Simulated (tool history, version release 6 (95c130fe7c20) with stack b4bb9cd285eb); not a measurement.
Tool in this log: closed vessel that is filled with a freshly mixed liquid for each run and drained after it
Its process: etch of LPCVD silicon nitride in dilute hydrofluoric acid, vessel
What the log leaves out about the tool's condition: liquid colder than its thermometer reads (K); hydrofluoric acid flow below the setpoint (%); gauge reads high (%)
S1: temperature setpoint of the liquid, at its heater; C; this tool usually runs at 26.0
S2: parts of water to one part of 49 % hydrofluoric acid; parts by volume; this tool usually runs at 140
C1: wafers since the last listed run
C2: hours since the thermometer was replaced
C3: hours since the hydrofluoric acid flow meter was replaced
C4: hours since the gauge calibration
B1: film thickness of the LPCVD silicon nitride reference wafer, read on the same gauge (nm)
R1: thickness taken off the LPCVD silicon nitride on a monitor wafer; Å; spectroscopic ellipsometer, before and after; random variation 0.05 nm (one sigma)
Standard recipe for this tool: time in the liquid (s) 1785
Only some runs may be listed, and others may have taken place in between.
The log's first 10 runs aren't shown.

Run 11, hour 501.9: usual settings but S2 190 parts by volume; C1 1862; C2 250.8; C3 435.8; C4 185.5; B1 100.03. Result: R1 49.6 Å.
Run 12, hour 536.3: usual settings but S1 30.0 C, S2 105 parts by volume; C1 1119; C2 285.2; C3 470.2; C4 219.9; B1 99.97. Result: R1 115.7 Å.
Run 13, hour 565.2: usual settings but S1 29.0 C, time in the liquid (s) 2820; C1 940; C2 314.1; C3 499.1; C4 248.8; B1 100.00. Result: R1 125.4 Å.
Run 14, hour 620.9: usual settings but S1 30.0 C, time in the liquid (s) 1240; C1 1813; C2 369.8; C3 554.8; C4 304.5; B1 99.99. Result: R1 60.1 Å.
Run 15, hour 663.6: usual settings but S1 24.5 C, time in the liquid (s) 2055; C1 1390; C2 412.5; C3 597.5; C4 347.2; B1 100.00. Result: R1 69.1 Å.
Run 16, hour 724.2: usual settings but S1 28.5 C, time in the liquid (s) 835; C1 1972; C2 473.1; C3 658.1; C4 407.8; B1 99.99. Result: R1 36.0 Å.
Run 17, hour 778.1: usual settings but S1 21.5 C, S2 75 parts by volume; C1 1754; C2 527.0; C3 712.0; C4 461.7; B1 99.98. Result: R1 90.0 Å.
Run 18, hour 804.1: usual settings but S1 27.5 C, S2 185 parts by volume, time in the liquid (s) 2410; C1 846; C2 553.0; C3 738.0; C4 487.7; B1 99.99. Result: R1 72.7 Å.
Run 19, hour 839.2: usual settings but S1 21.0 C, S2 120 parts by volume, time in the liquid (s) 2420; C1 1142; C2 588.1; C3 773.1; C4 522.8; B1 99.98. Result: R1 74.1 Å.
Run 20, hour 887.1: usual settings but S1 31.0 C, S2 85 parts by volume, time in the liquid (s) 925; C1 1559; C2 636.0; C3 821.0; C4 570.7; B1 100.02. Result: R1 75.8 Å.
Run 21, hour 939.3: usual settings; C1 1699; C2 688.2; C3 873.2; C4 622.9; B1 99.98. Result: R1 64.8 Å.
Run 22, hour 969.7: usual settings but S2 160 parts by volume, time in the liquid (s) 1485; C1 989; C2 718.6; C3 903.6; C4 653.3; B1 99.99. Result: R1 47.1 Å.
Run 23, hour 1058.6: usual settings but S2 95 parts by volume; C1 2894; C2 807.5; C3 992.5; C4 742.2; B1 99.98. Result: R1 93.5 Å.
Run 24, hour 1086.9: usual settings; C1 921; C2 835.8; C3 1020.8; C4 770.5; B1 100.00. Result: R1 63.6 Å.
Run 25, hour 1261.3: usual settings but S1 22.0 C, S2 175 parts by volume, time in the liquid (s) 745; C1 5677; C2 1010.2; C3 1195.2; C4 944.9; B1 99.99. Result: R1 16.0 Å.
Run 26, hour 1337.9: usual settings; C1 2493; C2 1086.8; C3 1271.8; C4 1021.5; B1 99.99. Result: R1 60.3 Å.
Run 27, hour 1370.6: usual settings but S2 70 parts by volume; C1 1064; C2 1119.5; C3 1304.5; C4 1054.2; B1 99.98. Result: R1 120.3 Å.
Run 28, hour 1409.9: usual settings; C1 1279; C2 1158.8; C3 1343.8; C4 1093.5; B1 99.99. Result: R1 60.2 Å.
At hour 1416.2: thermometer replaced.
Run 29, hour 1447.2: usual settings; C1 1181; C2 31.0; C3 1381.1; C4 1130.8; B1 100.03. Result: R1 65.8 Å.
Run 30, hour 1502.3: usual settings but S1 22.0 C; C1 1793; C2 86.1; C3 1436.2; C4 1185.9; B1 99.97. Result: R1 50.2 Å.
Run 31, hour 1570.6: usual settings but S1 27.5 C, time in the liquid (s) 1440; C1 2223; C2 154.4; C3 1504.5; C4 1254.2; B1 100.01. Result: R1 57.5 Å.
Run 32, hour 1638.8: usual settings; C1 2220; C2 222.6; C3 1572.7; C4 1322.4; B1 99.98. Result: R1 64.7 Å.
Run 33, hour 1688.2: usual settings but S1 27.5 C, S2 210 parts by volume, time in the liquid (s) 960; C1 1608; C2 272.0; C3 1622.1; C4 1371.8; B1 99.99. Result: R1 25.3 Å.

Branching from run 33: 3 alternative next runs. What would each branch give?
Run A, hour 1689.3: usual settings but time in the liquid (s) 2140; C1 35; C2 273.1; C3 1623.2; C4 1372.9; B1 ?. Result: R1 ?.
Run B, hour 1689.3: usual settings but S2 100 parts by volume, time in the liquid (s) 2830; C1 35; C2 273.1; C3 1623.2; C4 1372.9; B1 ?. Result: R1 ?.
Run C, hour 1689.3: usual settings but S1 23.5 C, S2 185 parts by volume, time in the liquid (s) 1445; C1 35; C2 273.1; C3 1623.2; C4 1372.9; B1 ?. Result: R1 ?.

run      B1     R1
  A  100.02   76.2
  B  100.02  140.8
  C  100.02   33.3
The same runs, with their run-to-run variation unchanged, on a tool lacking any hidden condition would have given:
run     R1
  A   83.7
  B  154.7
  C   36.5
